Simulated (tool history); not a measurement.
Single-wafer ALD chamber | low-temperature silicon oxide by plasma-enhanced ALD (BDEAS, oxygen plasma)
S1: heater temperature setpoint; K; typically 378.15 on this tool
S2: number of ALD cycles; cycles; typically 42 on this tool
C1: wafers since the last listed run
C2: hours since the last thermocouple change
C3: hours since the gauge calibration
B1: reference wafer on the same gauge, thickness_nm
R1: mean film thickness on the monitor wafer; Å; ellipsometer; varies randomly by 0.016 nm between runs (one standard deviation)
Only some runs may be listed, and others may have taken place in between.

run,hour,S1,S2,C1,C2,C3,B1,R1
1,0,378.15,42,0,904.6,545,5.921,58.7
2,72.8,378.15,42,620,977.4,617.8,5.92,58.41
3,120.9,378.15,42,410,1025.5,665.9,5.919,58.6
4,180.6,378.15,42,509,1085.2,725.6,5.919,58.31
5,277.1,378.15,42,823,1181.7,822.1,5.921,58.58
6,340.7,378.15,42,542,1245.3,885.7,5.917,58.73
7,413.8,378.15,42,623,1318.4,958.8,5.92,58.56
8,458.6,378.15,42,382,1363.2,1003.6,5.916,58.62
9,540.8,390.15,42,701,1445.4,1085.8,5.923,57.2
10,618.2,390.15,42,660,1522.8,1163.2,5.926,57.35
11,677.7,374.15,42,507,1582.3,1222.7,5.92,59.54
12,741,374.15,42,539,1645.6,1286,5.918,59.45
13,844.1,368.15,39,879,1748.7,1389.1,5.918,56.53
14,901.3,378.15,42,487,1805.9,1446.3,5.922,58.85
15,959.2,393.15,48,493,1863.8,1504.2,5.916,65.19
16,1226.4,383.15,42,2279,2131,1771.4,5.921,58.65
# hour 1422.6: gauge calibrated
17,1481.9,387.15,36,2179,2386.5,59.3,5.919,49.83
# hour 1541.3: thermocouple changed; heater temperature recalibrated
18,1541.8,378.15,38,442,0.5,119.2,5.923,52.59
19,1574.4,367.15,50,278,33.1,151.8,5.921,71.54
20,1643.9,378.15,39,592,102.6,221.3,5.92,54.27
21,1680.7,389.15,42,313,139.4,258.1,5.917,56.81
22,1788.3,364.15,39,917,247,365.7,5.919,56.49
23,1892.3,378.15,42,887,351,469.7,5.918,58.36
24,1943.6,383.15,35,437,402.3,521,5.917,47.98
25,1984.7,373.15,46,350,443.4,562.1,5.92,64.85

Results for each run, recomputed without the tool's hidden state and with each run's random variation untouched:
Unlogged tool condition in this case: wafer temperature above the value expected at the setpoint (K); gauge reads high (%).
run,R1
1,58.59
2,58.28
3,58.45
4,58.14
5,58.38
6,58.51
7,58.31
8,58.36
9,56.91
10,57.01
11,58.87
12,58.72
13,55.72
14,58.38
15,64.62
16,57.99
17,49.13
18,52.65
19,71.7
20,54.33
21,56.87
22,56.6
23,58.41
24,48.01
25,64.93

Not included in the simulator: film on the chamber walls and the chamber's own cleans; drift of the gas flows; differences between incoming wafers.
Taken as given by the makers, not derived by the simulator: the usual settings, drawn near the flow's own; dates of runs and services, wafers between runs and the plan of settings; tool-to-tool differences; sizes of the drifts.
